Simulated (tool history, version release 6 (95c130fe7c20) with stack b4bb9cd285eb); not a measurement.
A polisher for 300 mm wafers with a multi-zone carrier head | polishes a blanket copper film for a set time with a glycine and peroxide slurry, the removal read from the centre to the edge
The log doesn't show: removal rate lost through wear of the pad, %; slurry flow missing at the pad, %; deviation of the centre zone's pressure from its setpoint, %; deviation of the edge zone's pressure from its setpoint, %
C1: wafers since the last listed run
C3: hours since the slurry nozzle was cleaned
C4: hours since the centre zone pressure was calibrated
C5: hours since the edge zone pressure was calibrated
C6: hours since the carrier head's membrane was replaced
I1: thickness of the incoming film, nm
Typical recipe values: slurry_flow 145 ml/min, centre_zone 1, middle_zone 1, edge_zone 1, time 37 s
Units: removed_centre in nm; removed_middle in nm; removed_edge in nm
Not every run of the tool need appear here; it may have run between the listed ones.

Run 1, hour 0: usual settings; C1 0; wafers polished on this pad 1373; C3 645.6; C4 1006.2; C5 201.1; C6 1247.9; I1 2014.4. Result: removed_centre 198.6 nm, removed_middle 196.9 nm, removed_edge 213.6 nm.
Run 2, hour 6.8: usual settings; C1 103; wafers polished on this pad 1476; C3 652.4; C4 1013; C5 207.9; C6 1254.7; I1 2008.8. Result: removed_centre 195.2 nm, removed_middle 195.8 nm, removed_edge 216.8 nm.
Run 3, hour 16.4: usual settings; C1 145; wafers polished on this pad 1622; C3 662; C4 1022.6; C5 217.5; C6 1264.3; I1 2031.1. Result: removed_centre 198.2 nm, removed_middle 196.6 nm, removed_edge 217.3 nm.
At hour 21.5: worn pad replaced by a new one.
Run 4, hour 30: usual settings; C1 145; wafers polished on this pad 129; C3 675.6; C4 1036.2; C5 231.1; C6 1277.9; I1 2001.7. Result: removed_centre 198.4 nm, removed_middle 195.1 nm, removed_edge 212.1 nm.
Run 5, hour 37.9: usual settings but centre_zone 0.92, edge_zone 1.04; C1 120; wafers polished on this pad 249; C3 683.5; C4 1044.1; C5 239; C6 1285.8; I1 2030.6. Result: removed_centre 184.2 nm, removed_middle 195.9 nm, removed_edge 218.4 nm.
Run 6, hour 45.6: usual settings but centre_zone 0.92, edge_zone 1.04; C1 117; wafers polished on this pad 366; C3 691.2; C4 1051.8; C5 246.7; C6 1293.5; I1 2020. Result: removed_centre 180.5 nm, removed_middle 189.9 nm, removed_edge 218.4 nm.
Run 7, hour 61.2: usual settings; C1 237; wafers polished on this pad 603; C3 706.8; C4 1067.4; C5 262.3; C6 1309.1; I1 1984.6. Result: removed_centre 194.7 nm, removed_middle 199.1 nm, removed_edge 214.7 nm.
At hour 72.8: carrier head's membrane replaced by a new one.
Run 8, hour 73.3: usual settings but centre_zone 1.04, edge_zone 1.03; C1 107; wafers polished on this pad 711; C3 718.9; C4 1079.5; C5 274.4; C6 0.5; I1 2014.9. Result: removed_centre 204.3 nm, removed_middle 193.6 nm, removed_edge 215.6 nm.
Run 9, hour 79.4: usual settings but slurry_flow 125 ml/min; C1 92; wafers polished on this pad 804; C3 725; C4 1085.6; C5 280.5; C6 6.6; I1 1986.1. Result: removed_centre 186 nm, removed_middle 185 nm, removed_edge 206.3 nm.
Run 10, hour 89.6: usual settings but slurry_flow 180 ml/min; C1 155; wafers polished on this pad 959; C3 735.2; C4 1095.8; C5 290.7; C6 16.8; I1 2023.7. Result: removed_centre 212.6 nm, removed_middle 210.9 nm, removed_edge 222.1 nm.
At hour 91.5: slurry nozzle cleaned.
Run 11, hour 96.9: usual settings but slurry_flow 105 ml/min; C1 95; wafers polished on this pad 1055; C3 5.4; C4 1103.1; C5 298; C6 24.1; I1 1983.7. Result: removed_centre 214.1 nm, removed_middle 206.7 nm, removed_edge 222.4 nm.
Run 12, hour 106: usual settings but slurry_flow 180 ml/min; C1 138; wafers polished on this pad 1193; C3 14.5; C4 1112.2; C5 307.1; C6 33.2; I1 2032.1. Result: removed_centre 240.2 nm, removed_middle 231.1 nm, removed_edge 238.6 nm.
At hour 108.3: edge zone pressure recalibrated.
Run 13, hour 113: usual settings but slurry_flow 165 ml/min, centre_zone 0.91, middle_zone 1.07; C1 76; wafers polished on this pad 1269; C3 21.5; C4 1119.2; C5 4.7; C6 40.2; I1 2019.7. Result: removed_centre 213.6 nm, removed_middle 238.9 nm, removed_edge 239.8 nm.
At hour 117.3: worn pad replaced by a new one.
Run 14, hour 123.8: usual settings; C1 103; wafers polished on this pad 99; C3 32.3; C4 1130; C5 15.5; C6 51; I1 2007.1. Result: removed_centre 225.4 nm, removed_middle 226.7 nm, removed_edge 232.2 nm.
At hour 140.8: centre zone pressure recalibrated.
Run 15, hour 157: usual settings but slurry_flow 125 ml/min, time 47 s; C1 474; wafers polished on this pad 573; C3 65.5; C4 16.2; C5 48.7; C6 84.2; I1 2044.3. Result: removed_centre 274.8 nm, removed_middle 269.3 nm, removed_edge 286 nm.
Run 16, hour 174.1: usual settings; C1 259; wafers polished on this pad 833; C3 82.6; C4 33.3; C5 65.8; C6 101.3; I1 2003. Result: removed_centre 227.2 nm, removed_middle 221.9 nm, removed_edge 233.7 nm.
Run 17, hour 186.9: usual settings but edge_zone 1.1; C1 194; wafers polished on this pad 1027; C3 95.4; C4 46.1; C5 78.6; C6 114.1; I1 1976.8. Result: removed_centre 225.3 nm, removed_middle 217.4 nm, removed_edge 243.7 nm.
At hour 204.7: worn pad replaced by a new one.
Run 18, hour 205.2: usual settings but slurry_flow 190 ml/min, centre_zone 0.95, time 27 s; C1 217; wafers polished on this pad 7; C3 113.7; C4 64.4; C5 96.9; C6 132.4; I1 2011.8. Result: removed_centre 163.5 nm, removed_middle 166.2 nm, removed_edge 175.3 nm.

5 options for the next run, each taken on its own from the tool as it stands now. Forecast them:
Run A, hour 205.6: usual settings but centre_zone 1.1; C1 6; wafers polished on this pad 13; C3 114.1; C4 64.8; C5 97.3; C6 132.8; I1 2001.6. Result: removed_centre ?, removed_middle ?, removed_edge ?.
Run B, hour 205.6: usual settings but centre_zone 0.96, middle_zone 1.09, edge_zone 0.93, time 44 s; C1 6; wafers polished on this pad 13; C3 114.1; C4 64.8; C5 97.3; C6 132.8; I1 2001.6. Result: removed_centre ?, removed_middle ?, removed_edge ?.
Run C, hour 205.6: usual settings but slurry_flow 115 ml/min, time 47 s; C1 6; wafers polished on this pad 13; C3 114.1; C4 64.8; C5 97.3; C6 132.8; I1 2001.6. Result: removed_centre ?, removed_middle ?, removed_edge ?.
Run D, hour 205.6: usual settings but edge_zone 1.07; C1 6; wafers polished on this pad 13; C3 114.1; C4 64.8; C5 97.3; C6 132.8; I1 2001.6. Result: removed_centre ?, removed_middle ?, removed_edge ?.
Run E, hour 205.6: usual settings but slurry_flow 180 ml/min, centre_zone 1.11, edge_zone 0.92, time 30 s; C1 6; wafers polished on this pad 13; C3 114.1; C4 64.8; C5 97.3; C6 132.8; I1 2001.6. Result: removed_centre ?, removed_middle ?, removed_edge ?.

run  removed_centre  removed_middle  removed_edge
  A           244.5           215.7         232.8
  B           253.6           276.2         267.1
  C           263.4           258.3         283.9
  D           222.1           215.8         240.7
  E           210.6             183         187.3
Stripped of hidden state, with their random variation kept, the same runs would have yielded:
run  removed_centre  removed_middle  removed_edge
  A           255.1           223.9           239
  B           264.7           286.7         274.3
  C           277.9           270.6           293
  D           231.8             224         247.1
  E           217.9           188.6         191.5
